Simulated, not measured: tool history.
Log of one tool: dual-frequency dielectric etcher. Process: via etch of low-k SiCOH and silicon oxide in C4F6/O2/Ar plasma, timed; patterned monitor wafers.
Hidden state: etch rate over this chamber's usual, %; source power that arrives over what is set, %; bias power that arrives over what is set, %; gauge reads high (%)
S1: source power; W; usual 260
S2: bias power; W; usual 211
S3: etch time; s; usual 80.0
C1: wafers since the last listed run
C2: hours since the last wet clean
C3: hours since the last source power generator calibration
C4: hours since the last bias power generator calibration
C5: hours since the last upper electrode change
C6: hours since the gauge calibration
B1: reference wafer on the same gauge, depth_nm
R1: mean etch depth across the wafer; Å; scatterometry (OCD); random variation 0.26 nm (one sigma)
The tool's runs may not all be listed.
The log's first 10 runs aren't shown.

run    hour   S1   S2    S3    C1     C2      C3      C4      C5      C6     B1    R1
 11   429.3  310  211  80.0   484  230.3  4596.0  4190.1   114.5  1776.5  184.0  1866
 12   500.3  310  211  65.5   945  301.3  4667.0  4261.1   185.5  1847.5  183.9  1528
 13   527.0  200  170  62.5   355  328.0  4693.7  4287.8   212.2  1874.2  184.0  1220
 14   554.8  230  245  95.0   370  355.8  4721.5  4315.6   240.0  1902.0  184.0  2169
 15   624.5  320  211  62.5   927  425.5  4791.2  4385.3   309.7  1971.7  184.0  1461
 16   660.6  220  164  88.0   480  461.6  4827.3  4421.4   345.8  2007.8  184.0  1738
      675.8  -- source power generator calibrated
      680.5  -- bias power generator calibrated
 17   711.3  320  240  60.5   568  512.3    35.5    30.8   396.5  2058.5  184.0  1456
      752.8  -- gauge calibrated
 18   754.3  290  211  80.0   572  555.3    78.5    73.8   439.5     1.5  184.0  1799
      799.5  -- wet clean of the chamber
 19   924.0  310  176  80.0  1939  124.5   248.2   243.5   609.2   171.2  184.0  1738
 20   973.5  310  170  58.5   658  174.0   297.7   293.0   658.7   220.7  184.0  1255
 21  1019.6  260  211  80.0   613  220.1   343.8   339.1   704.8   266.8  184.0  1762
 22  1074.1  230  163  63.5   725  274.6   398.3   393.6   759.3   321.3  184.0  1249
 23  1146.1  260  168  80.0   958  346.6   470.3   465.6   831.3   393.3  184.1  1628
 24  1178.0  230  243  80.0   424  378.5   502.2   497.5   863.2   425.2  184.0  1794
 25  1239.0  200  170  62.5   812  439.5   563.2   558.5   924.2   486.2  184.0  1209
 26  1309.7  220  237  80.0   941  510.2   633.9   629.2   994.9   556.9  184.0  1756
 27  1346.3  300  249  62.5   487  546.8   670.5   665.8  1031.5   593.5  184.0  1502
 28  1370.7  280  167  80.0   324  571.2   694.9   690.2  1055.9   617.9  184.0  1652
     1397.8  -- wet clean of the chamber
 29  1403.4  230  211  80.0   115    5.6   727.6   722.9  1088.6   650.6  184.1  1712
 30  1475.2  260  168  80.0   955   77.4   799.4   794.7  1160.4   722.4  184.0  1629

Forecast each of these 3 alternatives for the next run:
  A  1475.6  260  177  80.0   5  77.8  799.8  795.1  1160.8  722.8   ?   ?
  B  1475.6  260  197  87.5   5  77.8  799.8  795.1  1160.8  722.8   ?   ?
  C  1475.6  260  228  80.0   5  77.8  799.8  795.1  1160.8  722.8   ?   ?

run     B1    R1
  A  184.0  1663
  B  184.0  1883
  C  184.0  1808
Without the tool's hidden state the same runs would have given:
run    R1
  A  1667
  B  1888
  C  1812
